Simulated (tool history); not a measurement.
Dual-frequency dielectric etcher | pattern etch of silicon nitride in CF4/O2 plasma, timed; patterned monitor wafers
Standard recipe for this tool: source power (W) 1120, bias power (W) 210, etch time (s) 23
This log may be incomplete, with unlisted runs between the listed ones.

run,day,source power (W),bias power (W),etch time (s),wafers since the last listed run,hours since the last wet clean,hours since the last source power generator calibration,hours since the last bias power generator calibration,hours since the last upper electrode change,hours since the gauge calibration,"read-back reference wafer on the same gauge, depth_nm",mean etch depth across the wafer (angstrom)
1,0,1120,210,25,0,219.6,2776.6,4141.2,2926,412.2,113.3,991
# day 1: upper electrode replaced
2,1.021,1120,210,25,9,244.1,2801.1,4165.7,0.5,436.7,113.2,993
3,1.033,1120,210,23,5,244.4,2801.4,4166,0.8,437,113.1,915
4,1.4,1120,210,23,159,253.2,2810.2,4174.8,9.6,445.8,113.2,915
5,1.883,1120,210,23,210,264.8,2821.8,4186.4,21.2,457.4,113.2,915
6,2.154,1120,210,23,117,271.3,2828.3,4192.9,27.7,463.9,113.2,915
7,2.588,1310,241,26,188,281.7,2838.7,4203.3,38.1,474.3,113.1,1262
8,3.033,1120,261,26.5,193,292.4,2849.4,4214,48.8,485,113.2,1141
9,3.504,1370,244,25.5,204,303.7,2860.7,4225.3,60.1,496.3,113.2,1300
10,4.229,1120,210,23,315,321.1,2878.1,4242.7,77.5,513.7,113.2,916
# day 4.308: gauge calibrated
11,4.492,1290,195,25,114,327.4,2884.4,4249,83.8,4.4,113.1,1114
# day 4.767: source power generator calibrated
12,5.162,1120,210,23,219,343.5,9.5,4265.1,99.9,20.5,113.3,980
13,5.792,1340,257,25,273,358.6,24.6,4280.2,115,35.6,113.2,1358
14,6.092,1120,210,19.5,130,365.8,31.8,4287.4,122.2,42.8,113.1,831
15,6.662,1120,236,16.5,248,379.5,45.5,4301.1,135.9,56.5,113.2,730
# day 7.129: bias power generator calibrated
16,7.212,980,259,27.5,166,392.7,58.7,2,149.1,69.7,113.2,1111
# day 8.392: wet clean of the chamber
17,8.412,1380,190,26,87,0.5,87.5,30.8,177.9,98.5,113.2,1279
18,9.3,1030,169,29,386,21.8,108.8,52.1,199.2,119.8,113.2,1028
19,9.921,1120,210,23,270,36.7,123.7,67,214.1,134.7,113.3,956
20,10.208,870,210,25.5,125,43.6,130.6,73.9,221,141.6,113.2,827
21,10.704,1250,237,26,215,55.5,142.5,85.8,232.9,153.5,113.3,1255
22,11.046,980,210,27,148,63.7,150.7,94,241.1,161.7,113.2,985
23,11.45,1120,232,23,175,73.4,160.4,103.7,250.8,171.4,113.3,996
24,11.95,1020,171,16,217,85.4,172.4,115.7,262.8,183.4,113.2,568
25,12.208,890,247,26,112,91.6,178.6,121.9,269,189.6,113.1,917
26,12.821,1220,163,23,266,106.3,193.3,136.6,283.7,204.3,113.2,962
27,13.179,1120,210,19.5,155,114.9,201.9,145.2,292.3,212.9,113.1,817
28,13.829,1120,210,23,282,130.5,217.5,160.8,307.9,228.5,113.1,963
29,14.312,1260,244,29,210,142.1,229.1,172.4,319.5,240.1,113.1,1433

How would selected steps in mean etch depth across the wafer (angstrom) from run to run divide? Give the signed amount a tool lacking its hidden state would still show from settings, what came in and random variation, and the signed amount left for the hidden state, including any gauge scatter that is not in both of the compared results.
The tool's hidden condition here consists of: etch rate over this chamber's usual, %; source power that arrives over what is set, %; bias power that arrives over what is set, %; gauge reads high (%).
Run 11 -> 12: source power (W) 1290 -> 1120, bias power (W) 195 -> 210, etch time (s) 25 -> 23, source power generator calibrated. mean etch depth across the wafer (angstrom) -134: hidden state +69, all else -203.
Run 13 -> 14: source power (W) 1340 -> 1120, bias power (W) 257 -> 210, etch time (s) 25 -> 19.5. mean etch depth across the wafer (angstrom) -527: hidden state -14, all else -513.
Run 16 -> 17: source power (W) 980 -> 1380, bias power (W) 259 -> 190, etch time (s) 27.5 -> 26, wet clean of the chamber. mean etch depth across the wafer (angstrom) +168: hidden state -28, all else +196.
Run 28 -> 29: source power (W) 1120 -> 1260, bias power (W) 210 -> 244, etch time (s) 23 -> 29. mean etch depth across the wafer (angstrom) +470: hidden state +5, all else +465.
